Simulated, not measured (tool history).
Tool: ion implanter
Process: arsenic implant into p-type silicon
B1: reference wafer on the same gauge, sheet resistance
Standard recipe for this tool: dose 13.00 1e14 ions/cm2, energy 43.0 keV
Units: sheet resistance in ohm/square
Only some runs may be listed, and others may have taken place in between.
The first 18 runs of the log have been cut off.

{"run": 19, "hour": 875.9, "dose": 13.0, "energy": 28.0, "B1": 91.83, "sheet resistance": 108.75}
{"run": 20, "hour": 906.3, "dose": 15.41, "energy": 48.0, "B1": 91.96, "sheet resistance": 86.6}
{"hour": 926.4, "done": "gauge calibrated"}
{"run": 21, "hour": 938.7, "dose": 11.51, "energy": 43.0, "B1": 91.93, "sheet resistance": 104.4}
{"hour": 955.8, "done": "extraction supply calibrated"}
{"run": 22, "hour": 990.5, "dose": 11.02, "energy": 29.5, "B1": 91.98, "sheet resistance": 116.89}
{"run": 23, "hour": 1030.7, "dose": 15.78, "energy": 43.0, "B1": 91.98, "sheet resistance": 88.28}
{"run": 24, "hour": 1102.3, "dose": 13.0, "energy": 43.0, "B1": 91.86, "sheet resistance": 97.73}
{"run": 25, "hour": 1135.2, "dose": 11.16, "energy": 33.0, "B1": 91.94, "sheet resistance": 113.59}
{"run": 26, "hour": 1203.1, "dose": 13.0, "energy": 43.0, "B1": 91.82, "sheet resistance": 97.97}
{"run": 27, "hour": 1259.4, "dose": 11.19, "energy": 37.0, "B1": 91.91, "sheet resistance": 110.35}
{"run": 28, "hour": 1284.1, "dose": 9.24, "energy": 29.0, "B1": 91.95, "sheet resistance": 130.91}
{"run": 29, "hour": 1353.8, "dose": 13.0, "energy": 43.0, "B1": 91.92, "sheet resistance": 97.77}
{"run": 30, "hour": 1378.8, "dose": 14.85, "energy": 33.5, "B1": 91.96, "sheet resistance": 98.12}

Each row is a separate what-if for the run after 30, all from the same tool condition, not one after another. Results?
{"run": "A", "hour": 1379.2, "dose": 13.0, "energy": 33.5, "B1": "?", "sheet resistance": "?"}
{"run": "B", "hour": 1379.2, "dose": 11.86, "energy": 30.0, "B1": "?", "sheet resistance": "?"}
{"run": "C", "hour": 1379.2, "dose": 14.1, "energy": 43.0, "B1": "?", "sheet resistance": "?"}
{"run": "D", "hour": 1379.2, "dose": 13.0, "energy": 55.0, "B1": "?", "sheet resistance": "?"}

run=A B1=91.88 sheet_resistance=104.16
run=B B1=91.88 sheet_resistance=112.27
run=C B1=91.88 sheet_resistance=93.69
run=D B1=91.88 sheet_resistance=92.85
What these runs would have given with no unlogged condition in the tool:
run=A sheet_resistance=104.04
run=B sheet_resistance=112.13
run=C sheet_resistance=93.57
run=D sheet_resistance=92.71

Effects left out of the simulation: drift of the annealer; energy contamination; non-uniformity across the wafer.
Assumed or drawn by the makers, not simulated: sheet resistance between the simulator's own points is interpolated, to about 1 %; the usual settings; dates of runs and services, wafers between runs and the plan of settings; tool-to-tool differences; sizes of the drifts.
